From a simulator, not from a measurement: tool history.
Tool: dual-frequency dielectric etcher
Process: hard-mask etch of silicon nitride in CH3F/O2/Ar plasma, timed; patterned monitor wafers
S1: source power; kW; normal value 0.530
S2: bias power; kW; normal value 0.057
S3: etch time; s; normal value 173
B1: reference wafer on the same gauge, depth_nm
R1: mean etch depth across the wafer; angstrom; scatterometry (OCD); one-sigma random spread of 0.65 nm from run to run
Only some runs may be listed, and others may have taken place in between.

| run | hour | S1 | S2 | S3 | B1 | R1 |
|---|---|---|---|---|---|---|
| 1 | 0.0 | 0.530 | 0.057 | 173 | 136.0 | 1120 |
| 2 | 76.5 | 0.530 | 0.057 | 173 | 136.3 | 1123 |
| 3 | 124.6 | 0.580 | 0.060 | 173 | 135.8 | 1180 |
|  | 211.2 | wet clean of the chamber |
| 4 | 211.7 | 0.580 | 0.060 | 173 | 136.0 | 1227 |
| 5 | 254.4 | 0.580 | 0.060 | 173 | 135.9 | 1211 |
| 6 | 318.5 | 0.530 | 0.057 | 173 | 135.9 | 1156 |
| 7 | 405.7 | 0.530 | 0.057 | 173 | 136.3 | 1137 |
| 8 | 466.2 | 0.530 | 0.057 | 173 | 136.0 | 1147 |
|  | 493.0 | gauge calibrated |
| 9 | 563.7 | 0.530 | 0.057 | 147 | 135.8 | 965 |
| 10 | 624.8 | 0.530 | 0.057 | 147 | 135.9 | 960 |

Run 11, settings as shown, results not yet in. Your forecast:
| 11 | 668.5 | 0.580 | 0.060 | 173 | ? | ? |

Run 11 came out at B1 135.9, R1 1185 angstrom.
The same run, on a tool lacking any hidden state, would have yielded R1 1221 angstrom.

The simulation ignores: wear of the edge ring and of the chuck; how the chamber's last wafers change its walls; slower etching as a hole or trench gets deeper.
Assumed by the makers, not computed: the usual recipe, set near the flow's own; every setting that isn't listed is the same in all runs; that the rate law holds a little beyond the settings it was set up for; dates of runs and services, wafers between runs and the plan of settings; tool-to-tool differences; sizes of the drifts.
